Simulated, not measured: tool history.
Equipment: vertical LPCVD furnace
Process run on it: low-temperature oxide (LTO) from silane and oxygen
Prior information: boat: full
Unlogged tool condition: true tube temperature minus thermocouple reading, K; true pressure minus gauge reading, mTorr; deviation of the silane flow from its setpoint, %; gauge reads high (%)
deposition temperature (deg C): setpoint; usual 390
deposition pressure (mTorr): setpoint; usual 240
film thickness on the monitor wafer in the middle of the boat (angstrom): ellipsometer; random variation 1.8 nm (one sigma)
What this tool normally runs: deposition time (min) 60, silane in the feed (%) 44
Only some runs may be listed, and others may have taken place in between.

run	day	deposition temperature (deg C)	deposition pressure (mTorr)	deposition time (min)	silane in the feed (%)	wafers since the last listed run	hours since the last temperature calibration	hours since the pressure gauge was zeroed	hours since the silane flow controller was replaced	hours since the gauge calibration	read-back reference wafer on the same gauge, thickness	film thickness on the monitor wafer in the middle of the boat (angstrom)
1	0	390	240	77.5	40	0	271.6	1708.6	1608.9	1039.8	703.09	7013.7
2	3.021	390	240	77.5	44	596	344.1	1781.1	1681.4	1112.3	703	7869.5
3	4.858	390	240	77.5	44	362	388.2	1825.2	1725.5	1156.4	702.77	7881.9
4	8.371	390	240	60	44	693	472.5	1909.5	1809.8	1240.7	703.06	6134.8
5	18.858	390	240	60	44	2070	724.2	2161.2	2061.5	1492.4	703.19	6177.5
6	20.512	390	240	60	44	326	763.9	2200.9	2101.2	1532.1	703.05	6147.8
7	26.317	390	240	60	44	1145	903.2	2340.2	2240.5	1671.4	703.09	6199.5
8	29.146	390	240	60	44	558	971.1	2408.1	2308.4	1739.3	702.86	6203
9	30.758	390	240	60	44	318	1009.8	2446.8	2347.1	1778	702.96	6217.1
# day 32.1: silane flow controller replaced
10	33.829	390	210	60	44	408	1083.5	2520.5	41.5	1851.7	702.99	5443
11	37.712	390	240	60	44	766	1176.7	2613.7	134.7	1944.9	703.1	6228.9
12	41.467	390	240	60	44	741	1266.8	2703.8	224.8	2035	702.94	6229.7
# day 43.075: pressure gauge zeroed
13	44.783	390	240	60	44	457	1346.4	41	304.4	2114.6	703.28	6247.4
14	47.367	383	240	77.5	44	510	1408.4	103	366.4	2176.6	702.98	7480
15	50.475	385	190	44	36	613	1483	177.6	441	2251.2	702.98	2692.2
16	52.771	390	240	60	48	453	1538.1	232.7	496.1	2306.3	702.75	6871.9
17	56.771	390	240	60	44	789	1634.1	328.7	592.1	2402.3	703.02	6302
18	59.046	393	195	60	36	449	1688.7	383.3	646.7	2456.9	702.75	4144.7
# day 61.083: thermocouples replaced and temperature profile calibrated
# day 61.692: gauge calibrated
19	62.642	390	240	60	44	512	37.4	469.6	733	22.8	703	6078.3
20	65.142	390	240	60	44	493	97.4	529.6	793	82.8	702.9	6060.9
21	69.383	383	240	77.5	44	837	199.2	631.4	894.8	184.6	703.02	7254.2
22	70.896	396	200	60	48	298	235.5	667.7	931.1	220.9	702.6	5924.6
23	72.846	386	295	82.5	41	385	282.3	714.5	977.9	267.7	703.43	9055.4
24	77.175	390	240	60	44	854	386.2	818.4	1081.8	371.6	702.74	6134.8
25	81.238	390	240	60	44	802	483.7	915.9	1179.3	469.1	703.17	6170.4
26	84.492	390	240	60	44	642	561.8	994	1257.4	547.2	702.8	6112.2
27	88.079	386	220	71.5	38	708	647.9	1080.1	1343.5	633.3	702.86	5399.2

Expected results for the next run?
28	92.246	390	215	60	50	822	747.9	1180.1	1443.5	733.3	?	?

read-back reference wafer on the same gauge, thickness: 702.7
film thickness on the monitor wafer in the middle of the boat (angstrom): 6261.6
With the hidden condition absent and the run-to-run variation left alone, this run would have shown film thickness on the monitor wafer in the middle of the boat (angstrom) 6131.7.
